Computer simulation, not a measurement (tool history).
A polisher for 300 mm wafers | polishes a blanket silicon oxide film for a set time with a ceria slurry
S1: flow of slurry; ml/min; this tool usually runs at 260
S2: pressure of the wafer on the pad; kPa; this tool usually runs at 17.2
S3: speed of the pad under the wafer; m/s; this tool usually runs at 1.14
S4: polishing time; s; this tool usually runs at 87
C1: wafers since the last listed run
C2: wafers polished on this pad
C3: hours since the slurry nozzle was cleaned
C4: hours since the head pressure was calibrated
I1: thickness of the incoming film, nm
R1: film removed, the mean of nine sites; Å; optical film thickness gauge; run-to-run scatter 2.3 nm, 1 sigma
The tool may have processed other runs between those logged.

run,hour,S1,S2,S3,S4,C1,C2,C3,C4,I1,R1
1,0,260,17.2,1.14,87,0,2494,243.2,44.3,1326.5,2566
2,70.5,260,17.2,0.98,87,575,3070,313.7,114.8,1349.8,2308
3,115,260,17.2,0.98,87,363,3433,358.2,159.3,1312.9,2309
# hour 118.7: slurry nozzle cleaned, repeated, since the last time left the tool worse
4,179.8,260,17.2,0.98,87,521,3954,61.1,224.1,1325,2563
5,215.5,260,17.2,1.14,87,291,4246,96.8,259.8,1354.9,2875
6,250.9,260,17.2,1.14,87,289,4535,132.2,295.2,1318.2,2836
# hour 285.5: worn pad replaced by a new one
7,305.1,260,17.2,1.14,87,409,159,186.4,349.4,1355,2834
8,369.6,260,17.2,1.14,109,526,686,250.9,413.9,1346.9,3533
9,403.9,260,17.2,1.14,109,280,966,285.2,448.2,1322.3,3510
10,434.3,260,17.2,1.14,109,248,1215,315.6,478.6,1339.9,3552
11,488.2,260,17.2,1.34,87,440,1655,369.5,532.5,1349.6,3133
# hour 539.9: head pressure recalibrated
12,554,260,17.2,1.34,87,521,2176,435.3,14.1,1346.2,3164
13,596.6,260,17.2,1.14,87,347,2524,477.9,56.7,1327.9,2776
14,668,260,17.2,1.14,87,583,3107,549.3,128.1,1346.9,2782
# hour 685.4: slurry nozzle cleaned
15,721.6,260,17.2,1.14,87,429,3536,36.2,181.7,1318.3,2857
# hour 776.9: worn pad replaced by a new one
16,789.1,260,17.2,0.98,87,518,99,103.7,249.2,1312.3,2594
17,842,350,17.2,1.26,110,432,531,156.6,302.1,1340.6,3940
18,885.6,215,17.2,1.14,87,356,887,200.2,345.7,1332.5,2742
19,945.3,300,17.2,0.92,97,487,1375,259.9,405.4,1314.4,2795
# hour 994.9: head pressure recalibrated
20,1016.7,235,12.4,1.38,97,566,1942,331.3,21.8,1333.8,2513
21,1071.2,260,17.2,0.82,101,445,2387,385.8,76.3,1340.5,2628
22,1119.6,185,11.7,0.8,87,395,2782,434.2,124.7,1338.5,1418
23,1147.5,260,17.2,1.14,87,227,3010,462.1,152.6,1314.7,2797
24,1187.9,260,17.2,1.14,87,329,3340,502.5,193,1312.8,2801
25,1232.7,290,15.2,1.02,95,365,3706,547.3,237.8,1331,2507
# hour 1271.1: slurry nozzle cleaned
26,1291.5,260,20,1.14,66,472,4178,20.4,296.6,1343.1,2519
# hour 1296.9: worn pad replaced by a new one
27,1335.6,260,17.2,1.14,87,327,315,64.5,340.7,1311.6,2848
28,1407.4,260,14.5,1.14,117,586,902,136.3,412.5,1350.8,3262
29,1448.4,260,17.2,0.8,67,334,1237,177.3,453.5,1337.7,1769
30,1495.1,260,17.2,1.5,111,381,1618,224,500.2,1333.2,4350
31,1540.9,260,22.8,1.14,87,374,1992,269.8,546,1324.5,3697
# hour 1550: head pressure recalibrated
32,1610,220,17.2,1,112,547,2540,338.9,60,1320.9,3238
33,1634.2,305,17.2,0.78,100,197,2738,363.1,84.2,1314.1,2618
34,1692.2,260,14.5,1,87,473,3211,421.1,142.2,1355.3,2125
# hour 1712.8: slurry nozzle cleaned
35,1742.4,220,12.4,1.14,87,401,3613,29.6,192.4,1333.3,2030
# hour 1763.4: worn pad replaced by a new one
36,1793.2,190,17.2,1.34,87,382,243,80.4,243.2,1351.8,3033
37,1851.5,260,17.2,1.14,97,476,719,138.7,301.5,1320,3127
38,1903.5,285,12.4,0.8,95,424,1144,190.7,353.5,1329.2,1795

Hidden condition of the tool, last listed run before each entry between runs versus first listed run after:
Between runs 3 and 4: slurry nozzle cleaned, repeated, since the last time left the tool worse (hour 118.7)
  slurry flow missing at the pad, %: 52 -> 4.2
  difference, measured minus the result without the unlogged condition, R1: -318 -> -12 Å
Between runs 6 and 7: worn pad replaced by a new one (hour 285.5)
  slurry flow missing at the pad, %: 6.89 -> 8.94
  difference, measured minus the result without the unlogged condition, R1: -23 -> -31 Å
Between runs 11 and 12: head pressure recalibrated (hour 539.9)
  slurry flow missing at the pad, %: 15.9 -> 18.3
  difference, measured minus the result without the unlogged condition, R1: -67 -> -81 Å
Between runs 14 and 15: slurry nozzle cleaned (hour 685.4)
  slurry flow missing at the pad, %: 22.6 -> 4.08
  difference, measured minus the result without the unlogged condition, R1: -94 -> -14 Å
Between runs 15 and 16: worn pad replaced by a new one (hour 776.9)
  slurry flow missing at the pad, %: 4.08 -> 6.63
  difference, measured minus the result without the unlogged condition, R1: -14 -> -21 Å
Between runs 19 and 20: head pressure recalibrated (hour 994.9)
  slurry flow missing at the pad, %: 12.5 -> 15.2
  difference, measured minus the result without the unlogged condition, R1: -39 -> -57 Å
Between runs 25 and 26: slurry nozzle cleaned (hour 1271.1)
  slurry flow missing at the pad, %: 23.4 -> 1.66
  difference, measured minus the result without the unlogged condition, R1: -79 -> -5 Å
Between runs 26 and 27: worn pad replaced by a new one (hour 1296.9)
  slurry flow missing at the pad, %: 1.66 -> 3.32
  difference, measured minus the result without the unlogged condition, R1: -5 -> -11 Å
Between runs 31 and 32: head pressure recalibrated (hour 1550)
  slurry flow missing at the pad, %: 11.1 -> 13.7
  difference, measured minus the result without the unlogged condition, R1: -53 -> -70 Å
Between runs 34 and 35: slurry nozzle cleaned (hour 1712.8)
  slurry flow missing at the pad, %: 16.8 -> 2.43
  difference, measured minus the result without the unlogged condition, R1: -49 -> -7 Å
Between runs 35 and 36: worn pad replaced by a new one (hour 1763.4)
  slurry flow missing at the pad, %: 2.43 -> 4.35
  difference, measured minus the result without the unlogged condition, R1: -7 -> -22 Å

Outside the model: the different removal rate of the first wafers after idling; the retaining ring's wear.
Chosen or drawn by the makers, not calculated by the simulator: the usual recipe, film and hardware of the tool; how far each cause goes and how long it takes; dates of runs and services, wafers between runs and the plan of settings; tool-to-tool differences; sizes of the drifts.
